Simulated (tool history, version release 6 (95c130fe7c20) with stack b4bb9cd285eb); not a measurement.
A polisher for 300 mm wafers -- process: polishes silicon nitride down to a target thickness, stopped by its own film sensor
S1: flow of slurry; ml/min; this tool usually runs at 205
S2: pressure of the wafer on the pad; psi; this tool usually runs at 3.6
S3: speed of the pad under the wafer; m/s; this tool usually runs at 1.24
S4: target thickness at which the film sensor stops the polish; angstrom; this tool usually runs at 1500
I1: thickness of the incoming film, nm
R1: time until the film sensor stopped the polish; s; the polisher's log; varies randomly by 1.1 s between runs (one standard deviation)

Run 1, hour 0: usual settings but S4 1280 angstrom; I1 299.7. Result: R1 106.9 s.
Run 2, hour 13.5: usual settings; I1 298.3. Result: R1 93.9 s.
Run 3, hour 22.8: usual settings; I1 300.5. Result: R1 96.4 s.
Run 4, hour 41.9: usual settings but S1 165 ml/min; I1 304.3. Result: R1 97.9 s.
Run 5, hour 47.9: usual settings but S3 0.94 m/s; I1 300.8. Result: R1 103.3 s.
Run 6, hour 83.2: usual settings; I1 297.1. Result: R1 89.7 s.
Run 7, hour 95.8: usual settings but S2 3.1 psi, S4 1750 angstrom; I1 300.2. Result: R1 88.4 s.
Run 8, hour 113.3: usual settings but S2 3.1 psi, S4 1750 angstrom; I1 294. Result: R1 85.5 s.
Run 9, hour 124.8: usual settings; I1 295.3. Result: R1 93.6 s.
Run 10, hour 140.7: usual settings; I1 296.7. Result: R1 95.8 s.
Run 11, hour 158.2: usual settings; I1 300.3. Result: R1 93 s.
Run 12, hour 168.5: usual settings; I1 301.5. Result: R1 95.2 s.
Run 13, hour 184.1: usual settings; I1 294.2. Result: R1 90.3 s.
Run 14, hour 200.4: usual settings; I1 297.4. Result: R1 92.9 s.
Run 15, hour 212.7: usual settings; I1 305. Result: R1 92.1 s.
Run 16, hour 240.9: usual settings; I1 300.6. Result: R1 91.8 s.
Run 17, hour 255.1: usual settings; I1 296.5. Result: R1 90.7 s.
Run 18, hour 271: usual settings but S2 4.3 psi; I1 302.1. Result: R1 72.7 s.
Run 19, hour 283.1: usual settings but S4 1180 angstrom; I1 302.8. Result: R1 111.7 s.
Run 20, hour 296.4: usual settings but S3 1.4 m/s; I1 301.8. Result: R1 84.8 s.
Run 21, hour 303: usual settings but S1 235 ml/min, S3 1.44 m/s; I1 297.6. Result: R1 81.1 s.
Run 22, hour 313.2: usual settings but S3 1.5 m/s, S4 1200 angstrom; I1 303.3. Result: R1 99.6 s.
Run 23, hour 325.1: usual settings but S2 4 psi, S3 0.98 m/s; I1 298.7. Result: R1 91.3 s.
Run 24, hour 334: usual settings but S3 1.42 m/s, S4 1100 angstrom; I1 299.5. Result: R1 106.6 s.
Run 25, hour 347.6: usual settings but S1 265 ml/min, S2 4.4 psi, S3 1.48 m/s; I1 299.9. Result: R1 66.3 s.
Run 26, hour 374.6: usual settings but S1 170 ml/min; I1 300.3. Result: R1 98.9 s.
Run 27, hour 382: usual settings but S1 160 ml/min; I1 294.7. Result: R1 95.5 s.
Run 28, hour 395.7: usual settings; I1 301.1. Result: R1 89.5 s.
Run 29, hour 404.3: usual settings; I1 301.4. Result: R1 87 s.
Run 30, hour 420.3: usual settings but S1 155 ml/min, S4 980 angstrom; I1 297.9. Result: R1 122.8 s.
Run 31, hour 428.1: usual settings but S4 1050 angstrom; I1 298. Result: R1 114.3 s.
Run 32, hour 449.6: usual settings but S1 145 ml/min, S2 4 psi, S3 0.96 m/s; I1 293.9. Result: R1 93.8 s.
Run 33, hour 461.3: usual settings; I1 296.1. Result: R1 89.9 s.
Run 34, hour 472: usual settings but S1 135 ml/min, S2 2.5 psi, S3 0.9 m/s, S4 1280 angstrom; I1 302.6. Result: R1 193.1 s.
Run 35, hour 480.1: usual settings but S1 145 ml/min, S2 4.1 psi, S3 1.42 m/s, S4 1300 angstrom; I1 299.1. Result: R1 92.9 s.
Run 36, hour 495.1: usual settings but S1 250 ml/min, S2 3 psi, S4 2010 angstrom; I1 298.6. Result: R1 73.9 s.
Run 37, hour 510.2: usual settings but S3 1.6 m/s, S4 1260 angstrom; I1 302. Result: R1 101.4 s.

The log once held 6 entries between its listed runs, left out of this copy. Where does each go, and what is different about the tool's unlogged condition between the listed run before it and the listed run after it?
After run 3, before run 4: worn pad replaced by a new one (hour 41.4)
  removal rate lost through wear of the pad, %: 6.57 -> 0.381; slurry flow missing at the pad, %: 29.9 -> 31.6
  the result without the hidden state subtracted from the measured one, R1: +10.8 -> +6.7 s
After run 10, before run 11: worn pad replaced by a new one (hour 151.9)
  removal rate lost through wear of the pad, %: 5.93 -> 0.493; slurry flow missing at the pad, %: 40.3 -> 41.9
  the result without the hidden state subtracted from the measured one, R1: +12.6 -> +7.9 s
After run 14, before run 15: slurry nozzle cleaned (hour 207.6)
  removal rate lost through wear of the pad, %: 1.8 -> 2.55; slurry flow missing at the pad, %: 45.6 -> 4.05
  the result without the hidden state subtracted from the measured one, R1: +10.1 -> +2.8 s
After run 16, before run 17: head pressure recalibrated (hour 247.9)
  removal rate lost through wear of the pad, %: 4.93 -> 6.47; slurry flow missing at the pad, %: 6.55 -> 7.8
  the result without the hidden state subtracted from the measured one, R1: +5.2 -> +6.7 s
After run 17, before run 18: worn pad replaced by a new one (hour 264.1)
  removal rate lost through wear of the pad, %: 6.47 -> 1.39; slurry flow missing at the pad, %: 7.8 -> 9.21
  the result without the hidden state subtracted from the measured one, R1: +6.7 -> +1.9 s
After run 27, before run 28: worn pad replaced by a new one (hour 388.7)
  removal rate lost through wear of the pad, %: 9.18 -> 0.937; slurry flow missing at the pad, %: 19 -> 20.2
  the result without the hidden state subtracted from the measured one, R1: +11.8 -> +3.5 s

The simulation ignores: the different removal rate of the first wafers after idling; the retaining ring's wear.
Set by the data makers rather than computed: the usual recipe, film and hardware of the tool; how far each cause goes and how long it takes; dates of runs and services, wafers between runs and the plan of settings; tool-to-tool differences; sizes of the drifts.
